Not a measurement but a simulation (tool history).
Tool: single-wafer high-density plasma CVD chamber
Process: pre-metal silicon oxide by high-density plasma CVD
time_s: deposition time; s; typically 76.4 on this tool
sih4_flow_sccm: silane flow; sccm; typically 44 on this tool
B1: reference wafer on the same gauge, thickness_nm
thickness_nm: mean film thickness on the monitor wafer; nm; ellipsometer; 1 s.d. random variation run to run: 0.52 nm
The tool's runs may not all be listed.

run 1 hour=0 | time_s=76.4 sih4_flow_sccm=41 | B1=285.201 | thickness_nm=305.398
run 2 hour=36.8 | time_s=76.4 sih4_flow_sccm=41 | B1=285.005 | thickness_nm=304.805
run 3 hour=90.5 | time_s=76.4 sih4_flow_sccm=44 | B1=284.841 | thickness_nm=319.945
run 4 hour=135.5 | time_s=76.4 sih4_flow_sccm=44 | B1=285.116 | thickness_nm=320.52
run 5 hour=198.5 | time_s=76.4 sih4_flow_sccm=44 | B1=284.993 | thickness_nm=319.66
run 6 hour=233.9 | time_s=76.4 sih4_flow_sccm=44 | B1=284.792 | thickness_nm=320.104
run 7 hour=273.3 | time_s=76.4 sih4_flow_sccm=44 | B1=284.828 | thickness_nm=319.845
-- hour=307.4 gauge calibrated
run 8 hour=324.2 | time_s=76.4 sih4_flow_sccm=44 | B1=284.846 | thickness_nm=320.79
-- hour=362.6 silane flow controller replaced
run 9 hour=392.3 | time_s=70.3 sih4_flow_sccm=41 | B1=284.897 | thickness_nm=270.68
run 10 hour=450 | time_s=81.7 sih4_flow_sccm=41 | B1=285.046 | thickness_nm=312.832
run 11 hour=492 | time_s=69.5 sih4_flow_sccm=38 | B1=285.014 | thickness_nm=254.876
run 12 hour=546.3 | time_s=64.2 sih4_flow_sccm=49 | B1=284.925 | thickness_nm=278.883
run 13 hour=584.5 | time_s=68.2 sih4_flow_sccm=38 | B1=285.128 | thickness_nm=249.908
run 14 hour=766.1 | time_s=70.3 sih4_flow_sccm=41 | B1=284.897 | thickness_nm=271.123
run 15 hour=879.4 | time_s=76.4 sih4_flow_sccm=44 | B1=284.862 | thickness_nm=309.321
run 16 hour=903.8 | time_s=81.1 sih4_flow_sccm=48 | B1=284.925 | thickness_nm=349.151

Branching from run 16: 5 alternative next runs. What would each branch give?
run A hour=904.2 | time_s=66.6 sih4_flow_sccm=44 | B1=? | thickness_nm=?
run B hour=904.2 | time_s=65.7 sih4_flow_sccm=42 | B1=? | thickness_nm=?
run C hour=904.2 | time_s=76.4 sih4_flow_sccm=36 | B1=? | thickness_nm=?
run D hour=904.2 | time_s=76.4 sih4_flow_sccm=52 | B1=? | thickness_nm=?
run E hour=904.2 | time_s=66.5 sih4_flow_sccm=53 | B1=? | thickness_nm=?

run=A B1=285.042 thickness_nm=269.958
run=B B1=285.042 thickness_nm=258.122
run=C B1=285.042 thickness_nm=271.596
run=D B1=285.042 thickness_nm=347.767
run=E B1=285.042 thickness_nm=306.847
Had the tool no hidden state, the same runs would have come out as:
run=A thickness_nm=269.113
run=B thickness_nm=257.314
run=C thickness_nm=270.746
run=D thickness_nm=346.679
run=E thickness_nm=305.886
